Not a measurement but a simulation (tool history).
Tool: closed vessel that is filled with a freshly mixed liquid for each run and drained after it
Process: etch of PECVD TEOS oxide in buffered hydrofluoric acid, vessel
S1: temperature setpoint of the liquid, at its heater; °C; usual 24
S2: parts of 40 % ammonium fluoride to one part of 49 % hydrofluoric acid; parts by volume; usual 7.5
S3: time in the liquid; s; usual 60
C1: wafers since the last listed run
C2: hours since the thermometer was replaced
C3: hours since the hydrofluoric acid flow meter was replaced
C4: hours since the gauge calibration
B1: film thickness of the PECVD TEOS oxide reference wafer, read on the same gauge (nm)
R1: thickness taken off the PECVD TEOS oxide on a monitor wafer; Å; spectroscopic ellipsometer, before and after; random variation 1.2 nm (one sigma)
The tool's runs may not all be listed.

| run | day | S1 | S2 | S3 | C1 | C2 | C3 | C4 | B1 | R1 |
|---|---|---|---|---|---|---|---|---|---|---|
| 1 | 0 | 24 | 9 | 60 | 0 | 1373.6 | 461.4 | 115.7 | 30.01 | 1346.5 |
| 2 | 2.683 | 24 | 7.5 | 60 | 6391 | 1438 | 525.8 | 180.1 | 30.03 | 1628.2 |
| 3 | 4.429 | 24 | 7.5 | 60 | 4158 | 1479.9 | 567.7 | 222 | 30.01 | 1641.6 |
| 4 | 6.204 | 24 | 8.5 | 60 | 4228 | 1522.5 | 610.3 | 264.6 | 30.02 | 1428.1 |
| 5 | 7.338 | 24 | 8.5 | 60 | 2699 | 1549.7 | 637.5 | 291.8 | 30.01 | 1423.8 |
| 6 | 8.938 | 24 | 8.5 | 60 | 3811 | 1588.1 | 675.9 | 330.2 | 30.01 | 1419.1 |
| 7 | 11.475 | 24 | 7.5 | 60 | 6044 | 1649 | 736.8 | 391.1 | 29.98 | 1634.7 |
| 8 | 13.65 | 24 | 7.5 | 60 | 5180 | 1701.2 | 789 | 443.3 | 29.95 | 1605.3 |
| 9 | 15.979 | 27.5 | 7.5 | 60 | 5548 | 1757.1 | 844.9 | 499.2 | 29.99 | 1961.5 |
| 10 | 18.088 | 27.5 | 7.5 | 60 | 5022 | 1807.7 | 895.5 | 549.8 | 29.97 | 1959.9 |
| 11 | 19.604 | 27.5 | 7.5 | 60 | 3612 | 1844.1 | 931.9 | 586.2 | 29.99 | 1935.9 |
| 12 | 22.25 | 24 | 6 | 50 | 6302 | 1907.6 | 995.4 | 649.7 | 29.97 | 1635.3 |
| 13 | 23.442 | 24 | 6 | 50 | 2838 | 1936.2 | 1024 | 678.3 | 29.99 | 1639.3 |
| 14 | 24.821 | 24 | 6 | 60 | 3285 | 1969.3 | 1057.1 | 711.4 | 29.97 | 1986.2 |
| 15 | 26.358 | 24 | 7.5 | 85 | 3662 | 2006.2 | 1094 | 748.3 | 29.95 | 2262.3 |
| 16 | 27.396 | 20 | 9 | 30 | 2471 | 2031.1 | 1118.9 | 773.2 | 29.98 | 526.8 |
| 17 | 29.512 | 24 | 7.5 | 60 | 5041 | 2081.9 | 1169.7 | 824 | 30.02 | 1591.4 |
| 18 | 30.683 | 22 | 8.5 | 60 | 2788 | 2110 | 1197.8 | 852.1 | 30.05 | 1248 |
|  | 32.871 | gauge calibrated |
|  | 33.533 | hydrofluoric acid flow meter replaced |
| 19 | 33.612 | 24 | 7.5 | 60 | 6878 | 2180.3 | 1.9 | 17.8 | 29.98 | 1594.8 |
| 20 | 34.683 | 19.5 | 8.5 | 35 | 2550 | 2206 | 27.6 | 43.5 | 30.02 | 633.9 |
|  | 34.917 | thermometer replaced |
| 21 | 37.492 | 24 | 7.5 | 60 | 6590 | 61.8 | 95 | 110.9 | 30.01 | 1473 |
| 22 | 39.658 | 24 | 7.5 | 60 | 5161 | 113.8 | 147 | 162.9 | 30.05 | 1492.3 |
|  | 41.762 | thermometer replaced, repeated, since the last time left the tool worse |
| 23 | 42.242 | 21 | 5 | 60 | 6054 | 11.5 | 209 | 224.9 | 30.01 | 2096.1 |
| 24 | 43.958 | 24 | 10.5 | 60 | 4089 | 52.7 | 250.2 | 266.1 | 30.01 | 1253.5 |
| 25 | 45.362 | 24 | 6 | 60 | 3344 | 86.4 | 283.9 | 299.8 | 30.01 | 2115.6 |
| 26 | 46.438 | 29 | 9 | 45 | 2560 | 112.2 | 309.7 | 325.6 | 29.98 | 1374 |
| 27 | 49.029 | 28.5 | 9 | 60 | 6173 | 174.4 | 371.9 | 387.8 | 29.96 | 1788.8 |
| 28 | 51.442 | 26 | 9 | 60 | 5746 | 232.3 | 429.8 | 445.7 | 29.99 | 1561.5 |

What the log doesn't show, run by run:
hydrofluoric acid flow below the setpoint (%): 0 in every run
gauge reads high (%): 0 in every run
H1: liquid colder than its thermometer reads (K)
| run | H1 |
|---|---|
| 1 | 1.17 |
| 2 | 1.22 |
| 3 | 1.26 |
| 4 | 1.29 |
| 5 | 1.31 |
| 6 | 1.34 |
| 7 | 1.39 |
| 8 | 1.43 |
| 9 | 1.48 |
| 10 | 1.52 |
| 11 | 1.55 |
| 12 | 1.6 |
| 13 | 1.62 |
| 14 | 1.65 |
| 15 | 1.68 |
| 16 | 1.7 |
| 17 | 1.74 |
| 18 | 1.76 |
| 19 | 1.81 |
| 20 | 1.84 |
| 21 | 3.11 |
| 22 | 3.15 |
| 23 | 0.284 |
| 24 | 0.316 |
| 25 | 0.343 |
| 26 | 0.364 |
| 27 | 0.413 |
| 28 | 0.459 |
